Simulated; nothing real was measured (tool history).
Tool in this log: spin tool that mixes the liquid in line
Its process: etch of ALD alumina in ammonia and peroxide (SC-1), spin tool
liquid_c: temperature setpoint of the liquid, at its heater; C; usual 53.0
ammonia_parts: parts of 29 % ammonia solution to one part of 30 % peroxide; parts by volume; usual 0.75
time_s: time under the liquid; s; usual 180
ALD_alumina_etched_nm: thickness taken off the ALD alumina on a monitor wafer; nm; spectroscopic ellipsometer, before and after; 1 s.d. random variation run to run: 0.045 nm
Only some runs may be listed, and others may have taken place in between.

run    hour  liquid_c  ammonia_parts  time_s  wafers since the last listed run  hours since the thermometer was replaced  hours since the ammonia flow meter was replaced  hours since the heated supply line was repaired  hours since the drum of ammonia solution was connected  hours since the gauge calibration  read-back film thickness of the ALD alumina reference wafer, read on the same gauge (nm)  ALD_alumina_etched_nm
  1     0.0      53.0           0.60     265                                 0                                    1381.4                                           1761.2                                            320.3                                                   166.3                              154.0                                                                                     99.99                  14.03
  2    33.5      53.0           0.60     265                               225                                    1414.9                                           1794.7                                            353.8                                                   199.8                              187.5                                                                                     99.97                  14.16
  3    58.4      53.0           0.75     180                               167                                    1439.8                                           1819.6                                            378.7                                                   224.7                              212.4                                                                                     99.99                   9.78
  4   100.9      53.0           1.00     220                               286                                    1482.3                                           1862.1                                            421.2                                                   267.2                              254.9                                                                                     99.98                  12.24
      110.9  -- thermometer replaced
  5   165.2      49.5           0.40     285                               426                                      54.3                                           1926.4                                            485.5                                                   331.5                              319.2                                                                                     99.99                  12.02
  6   218.9      53.0           0.75     180                               362                                     108.0                                           1980.1                                            539.2                                                   385.2                              372.9                                                                                     99.99                   9.68
      266.6  -- ammonia flow meter replaced
  7   267.1      47.0           0.75     100                               318                                     156.2                                              0.5                                            587.4                                                   433.4                              421.1                                                                                     99.99                   3.84
  8   294.2      53.0           0.75     100                               182                                     183.3                                             27.6                                            614.5                                                   460.5                              448.2                                                                                    100.00                   5.37
  9   364.9      53.0           0.90     220                               476                                     254.0                                             98.3                                            685.2                                                   531.2                              518.9                                                                                     99.98                  11.89
 10   411.1      43.0           0.50     265                               311                                     300.2                                            144.5                                            731.4                                                   577.4                              565.1                                                                                     99.98                   7.80
 11   453.1      57.0           1.05     180                               283                                     342.2                                            186.5                                            773.4                                                   619.4                              607.1                                                                                    100.02                  12.22
 12   481.9      53.0           0.75     285                               194                                     371.0                                            215.3                                            802.2                                                   648.2                              635.9                                                                                    100.00                  15.06
 13   538.1      53.0           0.45      75                               378                                     427.2                                            271.5                                            858.4                                                   704.4                              692.1                                                                                     99.99                   3.77
 14   607.5      53.0           0.75     180                               467                                     496.6                                            340.9                                            927.8                                                   773.8                              761.5                                                                                     99.98                   9.49
      634.0  -- heated supply line repaired
 15   676.4      53.0           0.95     180                               457                                     565.5                                            409.8                                             42.4                                                   842.7                              830.4                                                                                    100.00                  10.05
      681.3  -- new drum of ammonia solution connected
 16   724.6      50.0           0.75     180                               318                                     613.7                                            458.0                                             90.6                                                    43.3                              878.6                                                                                    100.01                   8.35
 17   755.7      53.0           1.00     110                               209                                     644.8                                            489.1                                            121.7                                                    74.4                              909.7                                                                                    100.01                   6.20
 18   808.8      53.0           0.75     180                               358                                     697.9                                            542.2                                            174.8                                                   127.5                              962.8                                                                                    100.01                   9.77
 19   866.5      53.0           0.60     145                               389                                     755.6                                            599.9                                            232.5                                                   185.2                             1020.5                                                                                    100.00                   7.72
      891.9  -- gauge calibrated
 20   908.9      62.0           0.95     110                               285                                     798.0                                            642.3                                            274.9                                                   227.6                               17.0                                                                                    100.03                   9.82
 21  1082.7      45.5           1.10     180                              1171                                     971.8                                            816.1                                            448.7                                                   401.4                              190.8                                                                                     99.98                   6.63
 22  1125.4      47.5           0.60      85                               287                                    1014.5                                            858.8                                            491.4                                                   444.1                              233.5                                                                                    100.00                   3.30
 23  1181.7      53.0           0.75     120                               379                                    1070.8                                            915.1                                            547.7                                                   500.4                              289.8                                                                                     99.97                   6.46
 24  1213.9      53.0           0.75      95                               217                                    1103.0                                            947.3                                            579.9                                                   532.6                              322.0                                                                                     99.98                   5.14

What was the tool's hidden state at every run in the log?
liquid colder than its thermometer reads (K): 0, the same for each run
ammonia flow above the setpoint (%): 0, the same for each run
ammonia solution weaker than its label (%): 0, the same for each run
gauge reads high (%): 0, the same for each run
H1: temperature lost on the way to the wafer (K)
run     H1
  1   0.35
  2   0.38
  3  0.401
  4  0.438
  5  0.494
  6  0.541
  7  0.583
  8  0.607
  9  0.668
 10  0.709
 11  0.745
 12   0.77
 13  0.819
 14   0.88
 15  0.106
 16  0.148
 17  0.175
 18  0.221
 19  0.271
 20  0.308
 21   0.46
 22  0.497
 23  0.546
 24  0.574
